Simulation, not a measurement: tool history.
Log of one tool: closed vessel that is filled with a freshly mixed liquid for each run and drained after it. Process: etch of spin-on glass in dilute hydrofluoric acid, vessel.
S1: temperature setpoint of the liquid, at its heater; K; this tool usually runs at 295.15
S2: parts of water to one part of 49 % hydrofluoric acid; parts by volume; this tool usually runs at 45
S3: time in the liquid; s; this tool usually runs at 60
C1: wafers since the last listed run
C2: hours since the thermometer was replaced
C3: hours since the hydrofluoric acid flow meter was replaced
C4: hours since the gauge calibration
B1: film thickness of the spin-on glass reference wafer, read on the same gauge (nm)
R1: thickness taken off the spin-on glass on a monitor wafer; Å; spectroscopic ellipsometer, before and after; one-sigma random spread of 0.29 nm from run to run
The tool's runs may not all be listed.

run 1 hour=0 | S1=295.15 S2=30 S3=50 | C1=0 C2=1227.9 C3=1449.2 C4=69.3 | B1=40 | R1=622.3
run 2 hour=8.5 | S1=295.15 S2=30 S3=50 | C1=666 C2=1236.4 C3=1457.7 C4=77.8 | B1=40 | R1=620.8
run 3 hour=21.2 | S1=295.15 S2=30 S3=50 | C1=995 C2=1249.1 C3=1470.4 C4=90.5 | B1=40 | R1=612.5
run 4 hour=29.3 | S1=295.15 S2=45 S3=60 | C1=634 C2=1257.2 C3=1478.5 C4=98.6 | B1=40.01 | R1=484.8
run 5 hour=78.7 | S1=295.15 S2=45 S3=60 | C1=3870 C2=1306.6 C3=1527.9 C4=148 | B1=40.02 | R1=482
-- hour=82.8 hydrofluoric acid flow meter replaced
run 6 hour=92.4 | S1=295.15 S2=45 S3=60 | C1=995 C2=1320.3 C3=9.6 C4=161.7 | B1=40.02 | R1=554.5
run 7 hour=107.6 | S1=295.15 S2=45 S3=60 | C1=1190 C2=1335.5 C3=24.8 C4=176.9 | B1=40.02 | R1=550.8
-- hour=113.3 thermometer replaced
run 8 hour=117.1 | S1=295.15 S2=40 S3=60 | C1=666 C2=3.8 C3=34.3 C4=186.4 | B1=39.99 | R1=625.1
run 9 hour=131 | S1=295.15 S2=45 S3=60 | C1=1089 C2=17.7 C3=48.2 C4=200.3 | B1=40.03 | R1=557
run 10 hour=138 | S1=295.15 S2=45 S3=60 | C1=548 C2=24.7 C3=55.2 C4=207.3 | B1=40 | R1=553.1
run 11 hour=150.3 | S1=291.65 S2=45 S3=75 | C1=963 C2=37 C3=67.5 C4=219.6 | B1=40 | R1=595.2
run 12 hour=160.9 | S1=295.15 S2=35 S3=60 | C1=830 C2=47.6 C3=78.1 C4=230.2 | B1=39.98 | R1=721.9
run 13 hour=177.2 | S1=298.65 S2=25 S3=35 | C1=1277 C2=63.9 C3=94.4 C4=246.5 | B1=39.99 | R1=681.8
run 14 hour=183.7 | S1=295.15 S2=45 S3=75 | C1=509 C2=70.4 C3=100.9 C4=253 | B1=40.02 | R1=689.7
-- hour=194.4 gauge calibrated
run 15 hour=195.4 | S1=298.65 S2=30 S3=85 | C1=916 C2=82.1 C3=112.6 C4=1 | B1=40.03 | R1=1372.3
run 16 hour=209.9 | S1=295.15 S2=45 S3=60 | C1=1136 C2=96.6 C3=127.1 C4=15.5 | B1=40.03 | R1=552.4
run 17 hour=225.8 | S1=295.15 S2=45 S3=30 | C1=1245 C2=112.5 C3=143 C4=31.4 | B1=40.01 | R1=272.7
run 18 hour=242.8 | S1=295.15 S2=45 S3=60 | C1=1332 C2=129.5 C3=160 C4=48.4 | B1=39.99 | R1=551.6
run 19 hour=250.8 | S1=297.65 S2=40 S3=60 | C1=626 C2=137.5 C3=168 C4=56.4 | B1=39.95 | R1=686.9
run 20 hour=263.9 | S1=295.15 S2=50 S3=75 | C1=1026 C2=150.6 C3=181.1 C4=69.5 | B1=40.02 | R1=613.3

Forecast each of these 5 alternatives for the next run:
run A hour=264.6 | S1=295.15 S2=45 S3=60 | C1=54 C2=151.3 C3=181.8 C4=70.2 | B1=? | R1=?
run B hour=264.6 | S1=299.15 S2=45 S3=70 | C1=54 C2=151.3 C3=181.8 C4=70.2 | B1=? | R1=?
run C hour=264.6 | S1=297.65 S2=45 S3=60 | C1=54 C2=151.3 C3=181.8 C4=70.2 | B1=? | R1=?
run D hour=264.6 | S1=295.15 S2=55 S3=80 | C1=54 C2=151.3 C3=181.8 C4=70.2 | B1=? | R1=?
run E hour=264.6 | S1=297.15 S2=45 S3=35 | C1=54 C2=151.3 C3=181.8 C4=70.2 | B1=? | R1=?

run=A B1=39.99 R1=547.3
run=B B1=39.99 R1=753.1
run=C B1=39.99 R1=607.1
run=D B1=39.99 R1=589.3
run=E B1=39.99 R1=346.9
What these runs would have given with no unlogged condition in the tool:
run=A R1=563.3
run=B R1=775.4
run=C R1=625
run=D R1=606.9
run=E R1=357.2
